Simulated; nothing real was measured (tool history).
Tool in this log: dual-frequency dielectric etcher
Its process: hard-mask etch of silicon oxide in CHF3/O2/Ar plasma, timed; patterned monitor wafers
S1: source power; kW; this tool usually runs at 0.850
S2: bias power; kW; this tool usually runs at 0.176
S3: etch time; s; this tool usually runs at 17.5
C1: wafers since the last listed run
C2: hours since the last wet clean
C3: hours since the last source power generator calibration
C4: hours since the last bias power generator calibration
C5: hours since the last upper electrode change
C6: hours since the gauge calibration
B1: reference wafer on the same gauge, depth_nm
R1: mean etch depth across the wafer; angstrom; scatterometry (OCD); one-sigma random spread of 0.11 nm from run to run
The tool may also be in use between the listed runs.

{"run": 1, "hour": 0.0, "S1": 0.85, "S2": 0.176, "S3": 17.5, "C1": 0, "C2": 353.2, "C3": 4190.0, "C4": 5025.3, "C5": 2848.3, "C6": 183.1, "B1": 49.69, "R1": 439.5}
{"run": 2, "hour": 43.8, "S1": 0.85, "S2": 0.176, "S3": 17.5, "C1": 824, "C2": 397.0, "C3": 4233.8, "C4": 5069.1, "C5": 2892.1, "C6": 226.9, "B1": 49.72, "R1": 435.5}
{"run": 3, "hour": 59.5, "S1": 0.85, "S2": 0.176, "S3": 17.5, "C1": 295, "C2": 412.7, "C3": 4249.5, "C4": 5084.8, "C5": 2907.8, "C6": 242.6, "B1": 49.71, "R1": 438.7}
{"run": 4, "hour": 92.4, "S1": 0.85, "S2": 0.176, "S3": 17.5, "C1": 619, "C2": 445.6, "C3": 4282.4, "C4": 5117.7, "C5": 2940.7, "C6": 275.5, "B1": 49.65, "R1": 437.9}
{"run": 5, "hour": 119.8, "S1": 0.85, "S2": 0.176, "S3": 17.5, "C1": 515, "C2": 473.0, "C3": 4309.8, "C4": 5145.1, "C5": 2968.1, "C6": 302.9, "B1": 49.71, "R1": 437.6}
{"run": 6, "hour": 136.8, "S1": 0.85, "S2": 0.176, "S3": 17.5, "C1": 320, "C2": 490.0, "C3": 4326.8, "C4": 5162.1, "C5": 2985.1, "C6": 319.9, "B1": 49.67, "R1": 439.3}
{"run": 7, "hour": 151.9, "S1": 0.85, "S2": 0.176, "S3": 17.5, "C1": 284, "C2": 505.1, "C3": 4341.9, "C4": 5177.2, "C5": 3000.2, "C6": 335.0, "B1": 49.75, "R1": 437.4}
{"run": 8, "hour": 167.2, "S1": 0.85, "S2": 0.176, "S3": 16.5, "C1": 288, "C2": 520.4, "C3": 4357.2, "C4": 5192.5, "C5": 3015.5, "C6": 350.3, "B1": 49.76, "R1": 412.5}
{"run": 9, "hour": 189.8, "S1": 0.85, "S2": 0.176, "S3": 16.5, "C1": 425, "C2": 543.0, "C3": 4379.8, "C4": 5215.1, "C5": 3038.1, "C6": 372.9, "B1": 49.72, "R1": 413.3}
{"run": 10, "hour": 202.4, "S1": 0.85, "S2": 0.176, "S3": 17.5, "C1": 237, "C2": 555.6, "C3": 4392.4, "C4": 5227.7, "C5": 3050.7, "C6": 385.5, "B1": 49.69, "R1": 439.0}
{"hour": 218.4, "done": "source power generator calibrated"}
{"run": 11, "hour": 234.2, "S1": 0.92, "S2": 0.176, "S3": 17.5, "C1": 523, "C2": 587.4, "C3": 15.8, "C4": 5259.5, "C5": 3082.5, "C6": 417.3, "B1": 49.68, "R1": 450.9}
{"hour": 268.6, "done": "wet clean of the chamber"}
{"run": 12, "hour": 269.1, "S1": 1.02, "S2": 0.149, "S3": 17.5, "C1": 205, "C2": 0.5, "C3": 50.7, "C4": 5294.4, "C5": 3117.4, "C6": 452.2, "B1": 49.68, "R1": 442.3}
{"run": 13, "hour": 269.4, "S1": 0.92, "S2": 0.176, "S3": 17.5, "C1": 5, "C2": 0.8, "C3": 51.0, "C4": 5294.7, "C5": 3117.7, "C6": 452.5, "B1": 49.74, "R1": 452.4}
{"hour": 285.6, "done": "bias power generator calibrated"}
{"hour": 288.4, "done": "gauge calibrated"}
{"run": 14, "hour": 367.4, "S1": 0.96, "S2": 0.16, "S3": 17.5, "C1": 1769, "C2": 98.8, "C3": 149.0, "C4": 81.8, "C5": 3215.7, "C6": 79.0, "B1": 49.64, "R1": 442.9}
{"hour": 401.1, "done": "upper electrode replaced"}
{"run": 15, "hour": 401.6, "S1": 0.85, "S2": 0.157, "S3": 22.5, "C1": 192, "C2": 133.0, "C3": 183.2, "C4": 116.0, "C5": 0.5, "C6": 113.2, "B1": 49.7, "R1": 538.7}
{"run": 16, "hour": 412.5, "S1": 1.06, "S2": 0.151, "S3": 16.0, "C1": 205, "C2": 143.9, "C3": 194.1, "C4": 126.9, "C5": 11.4, "C6": 124.1, "B1": 49.68, "R1": 411.8}
{"run": 17, "hour": 430.8, "S1": 0.85, "S2": 0.176, "S3": 17.5, "C1": 344, "C2": 162.2, "C3": 212.4, "C4": 145.2, "C5": 29.7, "C6": 142.4, "B1": 49.74, "R1": 437.3}
{"run": 18, "hour": 458.2, "S1": 0.85, "S2": 0.135, "S3": 16.0, "C1": 515, "C2": 189.6, "C3": 239.8, "C4": 172.6, "C5": 57.1, "C6": 169.8, "B1": 49.71, "R1": 364.0}
{"run": 19, "hour": 489.6, "S1": 0.99, "S2": 0.176, "S3": 15.0, "C1": 591, "C2": 221.0, "C3": 271.2, "C4": 204.0, "C5": 88.5, "C6": 201.2, "B1": 49.73, "R1": 398.8}
{"run": 20, "hour": 504.6, "S1": 1.01, "S2": 0.176, "S3": 17.5, "C1": 282, "C2": 236.0, "C3": 286.2, "C4": 219.0, "C5": 103.5, "C6": 216.2, "B1": 49.67, "R1": 468.9}

Hidden state at the last listed run before each entry between runs and at the first one after, where it differs:
In the gap between runs 10 and 11: source power generator calibrated (hour 218.4)
  nothing in the hidden state changes from one run to the other
In the gap between runs 11 and 12: wet clean of the chamber (hour 268.6)
  nothing in the hidden state changes from one run to the other
In the gap between runs 13 and 14: bias power generator calibrated (hour 285.6); gauge calibrated (hour 288.4)
  nothing in the hidden state changes from one run to the other
In the gap between runs 14 and 15: upper electrode replaced (hour 401.1)
  nothing in the hidden state changes from one run to the other
